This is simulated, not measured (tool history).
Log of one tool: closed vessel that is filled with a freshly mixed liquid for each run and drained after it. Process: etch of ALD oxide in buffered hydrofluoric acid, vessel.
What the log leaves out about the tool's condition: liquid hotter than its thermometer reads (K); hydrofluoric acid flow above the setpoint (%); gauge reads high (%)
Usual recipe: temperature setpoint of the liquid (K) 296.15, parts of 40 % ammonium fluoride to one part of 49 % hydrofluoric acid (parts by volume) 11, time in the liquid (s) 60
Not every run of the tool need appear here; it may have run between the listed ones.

run    hour  temperature setpoint of the liquid (K)  parts of 40 % ammonium fluoride to one part of 49 % hydrofluoric acid (parts by volume)  time in the liquid (s)  wafers since the last listed run  hours since the thermometer was replaced  hours since the hydrofluoric acid flow meter was replaced  hours since the gauge calibration  read-back film thickness of the ALD oxide reference wafer, read on the same gauge (nm)  thickness taken off the ALD oxide on a monitor wafer (Å)
  1       0                                  296.15                                                                                       11                      60                                 0                                     929.3                                                      586.7                              660.4                                                                                  110.02                                                    1773.8
  2   105.3                                  296.15                                                                                       11                      60                             14342                                    1034.6                                                        692                              765.7                                                                                  109.99                                                    1780.1
  3   176.4                                  296.15                                                                                       11                      60                              9684                                    1105.7                                                      763.1                              836.8                                                                                  110.02                                                      1783
  4   221.5                                  296.15                                                                                       11                      60                              6142                                    1150.8                                                      808.2                              881.9                                                                                  109.98                                                    1798.4
  5   279.1                                  296.15                                                                                       11                      60                              7845                                    1208.4                                                      865.8                              939.5                                                                                  109.99                                                    1791.7
  6   349.7                                  297.65                                                                                       11                      50                              9616                                      1279                                                      936.4                             1010.1                                                                                     110                                                    1617.8
  7   586.1                                  296.15                                                                                       11                      60                             32199                                    1515.4                                                     1172.8                             1246.5                                                                                     110                                                      1838
  8   761.1                                  296.15                                                                                       11                      60                             23836                                    1690.4                                                     1347.8                             1421.5                                                                                  109.99                                                      1863
      795.1  -- gauge calibrated
  9   861.8                                  296.15                                                                                       11                      60                             13716                                    1791.1                                                     1448.5                               66.7                                                                                  109.98                                                    1904.5
      875.1  -- hydrofluoric acid flow meter replaced
 10   943.7                                  296.15                                                                                       11                      60                             11019                                      1873                                                       68.6                              148.6                                                                                  110.02                                                    1751.3
 11  1010.2                                  296.15                                                                                       11                      60                              9057                                    1939.5                                                      135.1                              215.1                                                                                  110.01                                                      1773
 12  1047.5                                  296.15                                                                                       11                      60                              5080                                    1976.8                                                      172.4                              252.4                                                                                  109.98                                                    1764.8
     1069.2  -- thermometer replaced
 13  1103.7                                  297.65                                                                                       11                      60                              7518                                      34.5                                                      228.6                              308.6                                                                                  109.99                                                    1830.6
 14  1141.3                                  296.15                                                                                       11                      60                              5121                                      72.1                                                      266.2                              346.2                                                                                     110                                                    1683.7
 15  1231.4                                  293.15                                                                                       14                      60                             12272                                     162.2                                                      356.3                              436.3                                                                                     110                                                    1142.3
 16  1284.4                                  291.15                                                                                        7                      80                              7219                                     215.2                                                      409.3                              489.3                                                                                  109.98                                                    2631.4
 17  1383.7                                  300.15                                                                                        7                      45                             13525                                     314.5                                                      508.6                              588.6                                                                                  109.99                                                    2478.4
 18  1432.5                                  296.15                                                                                        7                      60                              6646                                     363.3                                                      557.4                              637.4                                                                                  109.98                                                    2658.2
 19    1496                                  296.15                                                                                       11                      60                              8649                                     426.8                                                      620.9                              700.9                                                                                  110.03                                                    1759.1
 20  1594.6                                  296.15                                                                                       11                      60                             13430                                     525.4                                                      719.5                              799.5                                                                                     110                                                    1741.2
 21  1658.2                                  296.15                                                                                       11                      60                              8662                                       589                                                      783.1                              863.1                                                                                  109.98                                                    1746.1
 22  1696.1                                  298.65                                                                                       15                      75                              5162                                     626.9                                                        821                                901                                                                                     110                                                    1843.4
 23  1782.5                                  296.15                                                                                        8                      60                             11768                                     713.3                                                      907.4                              987.4                                                                                     110                                                    2359.7
 24  1853.3                                  294.65                                                                                       15                      85                              9643                                     784.1                                                      978.2                             1058.2                                                                                  110.02                                                      1724
 25  1958.3                                  296.15                                                                                       11                      60                             14301                                     889.1                                                     1083.2                             1163.2                                                                                  110.01                                                    1825.5
 26  1997.1                                  293.15                                                                                      9.5                      30                              5284                                     927.9                                                       1122                               1202                                                                                  109.97                                                     854.4
     2088.6  -- hydrofluoric acid flow meter replaced
 27  2099.6                                  296.15                                                                                      9.5                      60                             13825                                    1030.4                                                         11                             1304.5                                                                                  110.03                                                    1978.3

Alternative continuations, all from the tool just after run 27; predict every row:
  A  2100.3                                  296.15                                                                                       11                      85                                95                                    1031.1                                                       11.7                             1305.2                                                                                       ?                                                         ?
  B  2100.3                                  296.15                                                                                       11                      50                                95                                    1031.1                                                       11.7                             1305.2                                                                                       ?                                                         ?
  C  2100.3                                  298.15                                                                                       15                      85                                95                                    1031.1                                                       11.7                             1305.2                                                                                       ?                                                         ?
  D  2100.3                                  294.65                                                                                       11                      40                                95                                    1031.1                                                       11.7                             1305.2                                                                                       ?                                                         ?

run  read-back film thickness of the ALD oxide reference wafer, read on the same gauge (nm)  thickness taken off the ALD oxide on a monitor wafer (Å)
  A                                                                                  110.02                                                    2451.9
  B                                                                                  110.02                                                    1442.3
  C                                                                                  110.02                                                    2017.9
  D                                                                                  110.02                                                    1062.6
Had the tool no hidden state, the same runs would have come out as:
run  thickness taken off the ALD oxide on a monitor wafer (Å)
  A                                                    2322.9
  B                                                    1366.4
  C                                                    1912.4
  D                                                    1006.3
